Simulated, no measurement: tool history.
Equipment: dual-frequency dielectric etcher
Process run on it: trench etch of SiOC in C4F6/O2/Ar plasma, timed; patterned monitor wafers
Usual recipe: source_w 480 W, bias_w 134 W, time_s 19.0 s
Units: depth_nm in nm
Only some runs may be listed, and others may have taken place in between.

run	day	source_w	bias_w	time_s	wafers since the last listed run	hours since the last wet clean	hours since the last source power generator calibration	hours since the last bias power generator calibration	hours since the last upper electrode change	hours since the gauge calibration	read-back reference wafer on the same gauge, depth_nm	depth_nm
1	0.000	480	134	19.0	0	427.5	3.6	4538.3	3586.8	336.7	44.50	42.82
2	0.675	480	134	19.0	222	443.7	19.8	4554.5	3603.0	352.9	44.45	42.50
3	1.238	480	134	19.0	185	457.2	33.3	4568.0	3616.5	366.4	44.51	42.54
4	1.754	480	134	19.0	170	469.6	45.7	4580.4	3628.9	378.8	44.50	42.88
5	2.008	480	134	19.0	83	475.7	51.8	4586.5	3635.0	384.9	44.47	42.59
# day 2.617: gauge calibrated
6	2.967	480	134	19.0	315	498.7	74.8	4609.5	3658.0	8.4	44.45	42.98
7	3.275	480	134	20.5	101	506.1	82.2	4616.9	3665.4	15.8	44.48	46.40
8	3.933	390	167	22.5	216	521.9	98.0	4632.7	3681.2	31.6	44.44	48.55
9	4.496	440	105	16.0	185	535.4	111.5	4646.2	3694.7	45.1	44.57	32.86
10	5.108	400	123	19.0	201	550.1	126.2	4660.9	3709.4	59.8	44.41	38.76
11	5.738	480	108	19.0	207	565.2	141.3	4676.0	3724.5	74.9	44.39	41.16
# day 6.962: wet clean of the chamber
12	6.983	480	134	14.5	80	0.5	171.2	4705.9	3754.4	104.8	44.42	31.41
13	7.000	480	134	19.0	5	0.9	171.6	4706.3	3754.8	105.2	44.49	41.02
14	7.367	550	144	19.0	120	9.7	180.4	4715.1	3763.6	114.0	44.49	44.65
15	7.938	480	117	21.5	188	23.4	194.1	4728.8	3777.3	127.7	44.46	45.45

Estimate the outcome of run 16 from the log above:
16	8.608	380	134	20.5	220	39.5	210.2	4744.9	3793.4	143.8	?	?

Run 16 came out at read-back reference wafer on the same gauge, depth_nm 44.48, depth_nm 39.94 nm.
Take away the tool's hidden state, keep the run-to-run variation as it was, and the same run would have given depth_nm 39.95 nm.
